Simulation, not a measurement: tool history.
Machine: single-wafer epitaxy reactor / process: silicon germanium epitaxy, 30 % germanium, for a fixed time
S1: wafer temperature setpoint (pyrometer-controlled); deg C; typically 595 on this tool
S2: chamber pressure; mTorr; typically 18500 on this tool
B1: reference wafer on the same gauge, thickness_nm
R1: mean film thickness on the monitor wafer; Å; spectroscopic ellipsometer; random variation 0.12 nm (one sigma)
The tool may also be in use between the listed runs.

| run | hour | S1 | S2 | B1 | R1 |
|---|---|---|---|---|---|
| 1 | 0.0 | 595 | 18500 | 51.084 | 592.47 |
| 2 | 93.5 | 595 | 18500 | 51.089 | 593.09 |
| 3 | 200.7 | 601 | 18500 | 51.125 | 655.63 |
| 4 | 276.8 | 601 | 18500 | 51.121 | 654.79 |
| 5 | 345.0 | 601 | 18500 | 51.095 | 655.96 |
| 6 | 448.8 | 595 | 18500 | 51.098 | 596.03 |
| 7 | 534.8 | 595 | 18500 | 51.102 | 592.60 |
| 8 | 729.0 | 595 | 18500 | 51.094 | 594.58 |
| 9 | 771.1 | 595 | 18500 | 51.079 | 593.64 |
| 10 | 867.1 | 595 | 18500 | 51.108 | 596.50 |
| 11 | 948.5 | 595 | 18500 | 51.100 | 593.26 |
| 12 | 1142.2 | 595 | 18500 | 51.105 | 601.94 |
| 13 | 1247.4 | 595 | 18500 | 51.099 | 601.23 |
| 14 | 1303.9 | 595 | 14900 | 51.082 | 511.55 |
| 15 | 1352.8 | 609 | 18500 | 51.101 | 752.16 |
| 16 | 1412.8 | 588 | 20800 | 51.080 | 579.05 |
| 17 | 1449.7 | 582 | 22500 | 51.120 | 538.33 |
| 18 | 1487.9 | 582 | 22500 | 51.075 | 538.02 |
| 19 | 1583.9 | 590 | 18500 | 51.110 | 542.71 |
| 20 | 1671.1 | 588 | 18500 | 51.106 | 529.39 |
| 21 | 1727.4 | 587 | 16000 | 51.106 | 468.45 |
| 22 | 1824.3 | 604 | 22800 | 51.063 | 784.82 |
| 23 | 1871.7 | 600 | 18500 | 51.122 | 648.13 |
| 24 | 1959.1 | 595 | 14300 | 51.132 | 490.25 |
| 25 | 2022.5 | 606 | 20200 | 51.082 | 756.05 |
| 26 | 2060.6 | 589 | 23100 | 51.088 | 623.97 |
| 27 | 2121.5 | 586 | 14100 | 51.096 | 418.47 |
| 28 | 2204.6 | 580 | 21600 | 51.059 | 518.22 |
| 29 | 2302.5 | 606 | 20900 | 51.076 | 774.70 |
| 30 | 2362.9 | 599 | 20200 | 51.104 | 680.69 |
| 31 | 2418.9 | 595 | 18500 | 51.111 | 597.27 |
| 32 | 2516.7 | 589 | 16400 | 51.099 | 499.63 |
| 33 | 2582.1 | 582 | 20100 | 51.134 | 513.51 |
| 34 | 2678.2 | 595 | 18500 | 51.106 | 601.54 |
| 35 | 2780.0 | 609 | 20500 | 51.055 | 807.96 |

Missing from the log above: 5 entries noted between runs. For each, name the pair of listed runs it sits between and say how the tool's hidden condition differs from the listed run just before to the listed run just after:
Between runs 11 and 12: pyrometer calibrated (hour 1066.2); showerhead replaced, of another model than before (hour 1122.7)
  true pressure above the setpoint (%): 4.22 -> 4.3
  measured less the result without the state, R1: +10.18 -> +16.75 Å
Between runs 16 and 17: capacitance manometer re-zeroed and calibrated (hour 1437.3)
  true pressure above the setpoint (%): 4.38 -> 0.993
  measured less the result without the state, R1: +16.41 -> +3.59 Å
Between runs 21 and 22: gauge calibrated (hour 1783.2)
  true pressure above the setpoint (%): 2.27 -> 2.61
  measured less the result without the state, R1: +7.04 -> +13.54 Å
Between runs 33 and 34: pyrometer calibrated (hour 2671.3)
  true pressure above the setpoint (%): 4.23 -> 4.35
  measured less the result without the state, R1: +14.08 -> +16.91 Å
